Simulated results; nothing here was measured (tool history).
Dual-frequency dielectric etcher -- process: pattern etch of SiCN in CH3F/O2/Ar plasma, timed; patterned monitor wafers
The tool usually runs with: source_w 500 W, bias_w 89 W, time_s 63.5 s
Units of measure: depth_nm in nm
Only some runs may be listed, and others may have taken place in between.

| run | hour | source_w | bias_w | time_s | wafers since the last listed run | hours since the last wet clean | hours since the last source power generator calibration | hours since the last bias power generator calibration | hours since the last upper electrode change | hours since the gauge calibration | read-back reference wafer on the same gauge, depth_nm | depth_nm |
|---|---|---|---|---|---|---|---|---|---|---|---|---|
| 1 | 0.0 | 500 | 83 | 63.5 | 0 | 402.7 | 843.7 | 418.6 | 2080.2 | 692.5 | 30.77 | 28.77 |
|  | 50.0 | wet clean of the chamber |
| 2 | 73.7 | 500 | 99 | 63.5 | 637 | 23.7 | 917.4 | 492.3 | 2153.9 | 766.2 | 30.83 | 29.77 |
| 3 | 169.6 | 500 | 75 | 63.5 | 1229 | 119.6 | 1013.3 | 588.2 | 2249.8 | 862.1 | 30.78 | 27.20 |
| 4 | 268.5 | 560 | 89 | 63.5 | 1267 | 218.5 | 1112.2 | 687.1 | 2348.7 | 961.0 | 30.80 | 30.21 |
| 5 | 355.3 | 560 | 89 | 63.5 | 1112 | 305.3 | 1199.0 | 773.9 | 2435.5 | 1047.8 | 30.83 | 30.38 |
|  | 413.5 | wet clean of the chamber |
| 6 | 430.3 | 560 | 89 | 63.5 | 653 | 16.8 | 1274.0 | 848.9 | 2510.5 | 1122.8 | 30.86 | 31.21 |
| 7 | 476.2 | 590 | 89 | 63.5 | 588 | 62.7 | 1319.9 | 894.8 | 2556.4 | 1168.7 | 30.83 | 32.01 |
| 8 | 581.3 | 590 | 89 | 63.5 | 1347 | 167.8 | 1425.0 | 999.9 | 2661.5 | 1273.8 | 30.80 | 32.26 |
| 9 | 623.3 | 590 | 89 | 63.5 | 538 | 209.8 | 1467.0 | 1041.9 | 2703.5 | 1315.8 | 30.80 | 32.36 |
|  | 682.3 | wet clean of the chamber, repeated, since the last time left the tool worse |
| 10 | 697.5 | 500 | 103 | 63.5 | 643 | 15.2 | 1541.2 | 1116.1 | 2777.7 | 1390.0 | 30.79 | 30.26 |
|  | 755.0 | upper electrode replaced |
| 11 | 755.5 | 500 | 89 | 63.5 | 435 | 73.2 | 1599.2 | 1174.1 | 0.5 | 1448.0 | 30.80 | 28.93 |
| 12 | 812.1 | 500 | 89 | 63.5 | 725 | 129.8 | 1655.8 | 1230.7 | 57.1 | 1504.6 | 30.79 | 28.95 |
| 13 | 913.7 | 530 | 89 | 63.5 | 1302 | 231.4 | 1757.4 | 1332.3 | 158.7 | 1606.2 | 30.78 | 29.88 |
| 14 | 991.2 | 500 | 89 | 63.5 | 993 | 308.9 | 1834.9 | 1409.8 | 236.2 | 1683.7 | 30.82 | 29.41 |
|  | 1032.4 | gauge calibrated |
| 15 | 1064.8 | 500 | 95 | 77.5 | 943 | 382.5 | 1908.5 | 1483.4 | 309.8 | 32.4 | 30.81 | 37.02 |
|  | 1089.8 | wet clean of the chamber |
|  | 1161.9 | source power generator calibrated |
| 16 | 1162.4 | 500 | 89 | 63.5 | 892 | 72.6 | 0.5 | 1581.0 | 407.4 | 130.0 | 30.86 | 28.48 |
| 17 | 1237.9 | 590 | 89 | 63.5 | 967 | 148.1 | 76.0 | 1656.5 | 482.9 | 205.5 | 30.83 | 30.56 |

Estimate the outcome of run 18 from the log above:
| 18 | 1286.5 | 500 | 101 | 63.5 | 623 | 196.7 | 124.6 | 1705.1 | 531.5 | 254.1 | ? | ? |

Run 18 yielded read-back reference wafer on the same gauge, depth_nm 30.81, depth_nm 30.30 nm.
With no hidden state in the tool, this same run would have given depth_nm 30.01 nm.

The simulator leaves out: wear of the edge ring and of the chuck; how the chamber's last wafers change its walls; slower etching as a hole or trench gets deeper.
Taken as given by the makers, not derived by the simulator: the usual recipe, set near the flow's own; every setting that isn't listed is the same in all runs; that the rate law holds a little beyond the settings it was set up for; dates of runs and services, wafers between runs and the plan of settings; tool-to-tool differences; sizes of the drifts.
